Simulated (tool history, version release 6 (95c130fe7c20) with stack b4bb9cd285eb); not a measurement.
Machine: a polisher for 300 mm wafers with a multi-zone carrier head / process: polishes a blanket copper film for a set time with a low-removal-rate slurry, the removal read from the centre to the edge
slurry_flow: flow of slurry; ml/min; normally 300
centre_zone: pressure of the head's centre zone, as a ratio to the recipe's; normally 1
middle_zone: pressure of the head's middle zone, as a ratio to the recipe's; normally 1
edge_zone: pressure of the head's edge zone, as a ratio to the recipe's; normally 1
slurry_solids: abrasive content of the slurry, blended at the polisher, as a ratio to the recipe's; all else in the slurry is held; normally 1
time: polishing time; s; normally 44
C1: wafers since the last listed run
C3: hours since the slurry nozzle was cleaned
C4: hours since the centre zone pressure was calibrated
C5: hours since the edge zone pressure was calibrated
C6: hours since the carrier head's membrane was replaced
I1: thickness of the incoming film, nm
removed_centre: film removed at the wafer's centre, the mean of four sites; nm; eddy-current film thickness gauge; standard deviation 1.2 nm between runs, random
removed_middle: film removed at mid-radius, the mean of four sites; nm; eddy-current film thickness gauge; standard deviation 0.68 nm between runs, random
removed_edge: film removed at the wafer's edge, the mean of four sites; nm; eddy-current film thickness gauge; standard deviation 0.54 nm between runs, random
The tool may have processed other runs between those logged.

{"run": 1, "day": 0.0, "slurry_flow": 300, "centre_zone": 1, "middle_zone": 1, "edge_zone": 1, "slurry_solids": 1, "time": 44, "C1": 0, "wafers polished on this pad": 677, "C3": 390.2, "C4": 300.7, "C5": 441.5, "C6": 827.8, "I1": 932, "removed_centre": 71.6, "removed_middle": 80.6, "removed_edge": 77.3}
{"run": 2, "day": 0.429, "slurry_flow": 300, "centre_zone": 1, "middle_zone": 1, "edge_zone": 1, "slurry_solids": 1, "time": 44, "C1": 76, "wafers polished on this pad": 754, "C3": 400.5, "C4": 311, "C5": 451.8, "C6": 838.1, "I1": 943, "removed_centre": 72.2, "removed_middle": 79.5, "removed_edge": 77}
{"run": 3, "day": 0.808, "slurry_flow": 375, "centre_zone": 1, "middle_zone": 1, "edge_zone": 1, "slurry_solids": 1, "time": 44, "C1": 67, "wafers polished on this pad": 822, "C3": 409.6, "C4": 320.1, "C5": 460.9, "C6": 847.2, "I1": 936.4, "removed_centre": 72.1, "removed_middle": 80.7, "removed_edge": 78}
{"day": 2.208, "done": "worn pad replaced by a new one"}
{"run": 4, "day": 2.821, "slurry_flow": 300, "centre_zone": 1, "middle_zone": 0.97, "edge_zone": 1, "slurry_solids": 1, "time": 38, "C1": 330, "wafers polished on this pad": 109, "C3": 457.9, "C4": 368.4, "C5": 509.2, "C6": 895.5, "I1": 946.4, "removed_centre": 64.6, "removed_middle": 72.8, "removed_edge": 70.3}
{"run": 5, "day": 3.367, "slurry_flow": 300, "centre_zone": 1, "middle_zone": 0.97, "edge_zone": 1, "slurry_solids": 1, "time": 38, "C1": 97, "wafers polished on this pad": 207, "C3": 471, "C4": 381.5, "C5": 522.3, "C6": 908.6, "I1": 927.4, "removed_centre": 64.8, "removed_middle": 71.4, "removed_edge": 69.2}
{"run": 6, "day": 3.9, "slurry_flow": 300, "centre_zone": 1, "middle_zone": 0.97, "edge_zone": 1, "slurry_solids": 1, "time": 38, "C1": 95, "wafers polished on this pad": 302, "C3": 483.8, "C4": 394.3, "C5": 535.1, "C6": 921.4, "I1": 952.3, "removed_centre": 64.9, "removed_middle": 71.4, "removed_edge": 68.9}
{"run": 7, "day": 4.379, "slurry_flow": 300, "centre_zone": 1, "middle_zone": 1, "edge_zone": 1, "slurry_solids": 1, "time": 44, "C1": 85, "wafers polished on this pad": 388, "C3": 495.3, "C4": 405.8, "C5": 546.6, "C6": 932.9, "I1": 929.5, "removed_centre": 71.8, "removed_middle": 83.1, "removed_edge": 79.1}
{"run": 8, "day": 4.979, "slurry_flow": 300, "centre_zone": 1, "middle_zone": 1, "edge_zone": 1, "slurry_solids": 1, "time": 44, "C1": 107, "wafers polished on this pad": 495, "C3": 509.7, "C4": 420.2, "C5": 561, "C6": 947.3, "I1": 933.5, "removed_centre": 70.1, "removed_middle": 82, "removed_edge": 79}
{"run": 9, "day": 6.408, "slurry_flow": 300, "centre_zone": 1, "middle_zone": 0.95, "edge_zone": 1, "slurry_solids": 1, "time": 49, "C1": 255, "wafers polished on this pad": 751, "C3": 544, "C4": 454.5, "C5": 595.3, "C6": 981.6, "I1": 949.2, "removed_centre": 78, "removed_middle": 86.6, "removed_edge": 86}
{"day": 6.792, "done": "slurry nozzle cleaned"}
{"run": 10, "day": 8.029, "slurry_flow": 300, "centre_zone": 1, "middle_zone": 1, "edge_zone": 1, "slurry_solids": 1, "time": 44, "C1": 282, "wafers polished on this pad": 1033, "C3": 29.7, "C4": 493.4, "C5": 634.2, "C6": 1020.5, "I1": 952.1, "removed_centre": 67.6, "removed_middle": 78.3, "removed_edge": 74.3}
{"day": 8.729, "done": "worn pad replaced by a new one"}
{"run": 11, "day": 8.758, "slurry_flow": 210, "centre_zone": 1.11, "middle_zone": 1.05, "edge_zone": 1, "slurry_solids": 1, "time": 44, "C1": 100, "wafers polished on this pad": 5, "C3": 47.2, "C4": 510.9, "C5": 651.7, "C6": 1038, "I1": 936.5, "removed_centre": 77.5, "removed_middle": 82.2, "removed_edge": 77.8}
{"run": 12, "day": 9.054, "slurry_flow": 390, "centre_zone": 0.89, "middle_zone": 1, "edge_zone": 1, "slurry_solids": 1.3, "time": 48, "C1": 52, "wafers polished on this pad": 58, "C3": 54.3, "C4": 518, "C5": 658.8, "C6": 1045.1, "I1": 943.7, "removed_centre": 76, "removed_middle": 99.4, "removed_edge": 93.9}
{"run": 13, "day": 9.754, "slurry_flow": 300, "centre_zone": 1.03, "middle_zone": 1.06, "edge_zone": 1, "slurry_solids": 1, "time": 44, "C1": 125, "wafers polished on this pad": 183, "C3": 71.1, "C4": 534.8, "C5": 675.6, "C6": 1061.9, "I1": 939.2, "removed_centre": 72.1, "removed_middle": 84.9, "removed_edge": 79.6}
{"run": 14, "day": 10.104, "slurry_flow": 300, "centre_zone": 1.06, "middle_zone": 1, "edge_zone": 1, "slurry_solids": 1, "time": 44, "C1": 62, "wafers polished on this pad": 246, "C3": 79.5, "C4": 543.2, "C5": 684, "C6": 1070.3, "I1": 954.1, "removed_centre": 72.8, "removed_middle": 81.1, "removed_edge": 78}
{"day": 10.296, "done": "edge zone pressure recalibrated"}
{"day": 10.421, "done": "centre zone pressure recalibrated"}
{"day": 10.742, "done": "carrier head's membrane replaced by a new one"}
{"run": 15, "day": 10.762, "slurry_flow": 355, "centre_zone": 1, "middle_zone": 1, "edge_zone": 1.07, "slurry_solids": 1, "time": 49, "C1": 50, "wafers polished on this pad": 296, "C3": 95.3, "C4": 8.2, "C5": 11.2, "C6": 0.5, "I1": 942.4, "removed_centre": 90, "removed_middle": 92.2, "removed_edge": 90.6}
{"run": 16, "day": 11.288, "slurry_flow": 300, "centre_zone": 1, "middle_zone": 0.97, "edge_zone": 1, "slurry_solids": 1, "time": 38, "C1": 93, "wafers polished on this pad": 390, "C3": 107.9, "C4": 20.8, "C5": 23.8, "C6": 13.1, "I1": 941.7, "removed_centre": 69.5, "removed_middle": 67.8, "removed_edge": 66.2}
{"run": 17, "day": 11.6, "slurry_flow": 300, "centre_zone": 1, "middle_zone": 1, "edge_zone": 1.06, "slurry_solids": 1, "time": 44, "C1": 55, "wafers polished on this pad": 446, "C3": 115.4, "C4": 28.3, "C5": 31.3, "C6": 20.6, "I1": 939.3, "removed_centre": 79.5, "removed_middle": 79.1, "removed_edge": 78.6}
{"run": 18, "day": 12.317, "slurry_flow": 300, "centre_zone": 1, "middle_zone": 1, "edge_zone": 0.89, "slurry_solids": 1, "time": 44, "C1": 128, "wafers polished on this pad": 574, "C3": 132.6, "C4": 45.5, "C5": 48.5, "C6": 37.8, "I1": 931.2, "removed_centre": 76.6, "removed_middle": 78.3, "removed_edge": 70.5}
{"run": 19, "day": 12.7, "slurry_flow": 275, "centre_zone": 0.91, "middle_zone": 1, "edge_zone": 1, "slurry_solids": 0.9, "time": 44, "C1": 68, "wafers polished on this pad": 643, "C3": 141.8, "C4": 54.7, "C5": 57.7, "C6": 47, "I1": 919.2, "removed_centre": 67.2, "removed_middle": 76.3, "removed_edge": 73.1}
{"run": 20, "day": 13.112, "slurry_flow": 300, "centre_zone": 1, "middle_zone": 1, "edge_zone": 1, "slurry_solids": 1, "time": 44, "C1": 73, "wafers polished on this pad": 717, "C3": 151.7, "C4": 64.6, "C5": 67.6, "C6": 56.9, "I1": 948.3, "removed_centre": 75.5, "removed_middle": 76.9, "removed_edge": 74.9}
{"run": 21, "day": 13.796, "slurry_flow": 300, "centre_zone": 1, "middle_zone": 1, "edge_zone": 1, "slurry_solids": 0.9, "time": 44, "C1": 122, "wafers polished on this pad": 839, "C3": 168.1, "C4": 81, "C5": 84, "C6": 73.3, "I1": 955.1, "removed_centre": 72.2, "removed_middle": 74.5, "removed_edge": 72.5}

Branching from run 21: 5 alternative next runs. What would each branch give?
{"run": "A", "day": 13.812, "slurry_flow": 300, "centre_zone": 1, "middle_zone": 1, "edge_zone": 1, "slurry_solids": 1, "time": 44, "C1": 2, "wafers polished on this pad": 842, "C3": 168.5, "C4": 81.4, "C5": 84.4, "C6": 73.7, "I1": 926.8, "removed_centre": "?", "removed_middle": "?", "removed_edge": "?"}
{"run": "B", "day": 13.812, "slurry_flow": 230, "centre_zone": 1, "middle_zone": 1, "edge_zone": 1, "slurry_solids": 1, "time": 36, "C1": 2, "wafers polished on this pad": 842, "C3": 168.5, "C4": 81.4, "C5": 84.4, "C6": 73.7, "I1": 926.8, "removed_centre": "?", "removed_middle": "?", "removed_edge": "?"}
{"run": "C", "day": 13.812, "slurry_flow": 300, "centre_zone": 1, "middle_zone": 1, "edge_zone": 1.1, "slurry_solids": 0.85, "time": 44, "C1": 2, "wafers polished on this pad": 842, "C3": 168.5, "C4": 81.4, "C5": 84.4, "C6": 73.7, "I1": 926.8, "removed_centre": "?", "removed_middle": "?", "removed_edge": "?"}
{"run": "D", "day": 13.812, "slurry_flow": 300, "centre_zone": 1, "middle_zone": 1, "edge_zone": 1, "slurry_solids": 1, "time": 58, "C1": 2, "wafers polished on this pad": 842, "C3": 168.5, "C4": 81.4, "C5": 84.4, "C6": 73.7, "I1": 926.8, "removed_centre": "?", "removed_middle": "?", "removed_edge": "?"}
{"run": "E", "day": 13.812, "slurry_flow": 300, "centre_zone": 1, "middle_zone": 1.11, "edge_zone": 0.95, "slurry_solids": 1, "time": 44, "C1": 2, "wafers polished on this pad": 842, "C3": 168.5, "C4": 81.4, "C5": 84.4, "C6": 73.7, "I1": 926.8, "removed_centre": "?", "removed_middle": "?", "removed_edge": "?"}

run=A removed_centre=76.1 removed_middle=76.6 removed_edge=72.7
run=B removed_centre=60.2 removed_middle=60.9 removed_edge=58.1
run=C removed_centre=73.7 removed_middle=74.2 removed_edge=73.7
run=D removed_centre=100.3 removed_middle=101 removed_edge=95.8
run=E removed_centre=76.2 removed_middle=81.7 removed_edge=70.9
Without the tool's unlogged condition, the same runs would have read:
run=A removed_centre=83.2 removed_middle=86 removed_edge=81.5
run=B removed_centre=65.8 removed_middle=68.3 removed_edge=65.2
run=C removed_centre=80.5 removed_middle=83.2 removed_edge=82.7
run=D removed_centre=109.7 removed_middle=113.3 removed_edge=107.4
run=E removed_centre=83.2 removed_middle=91.6 removed_edge=79.5
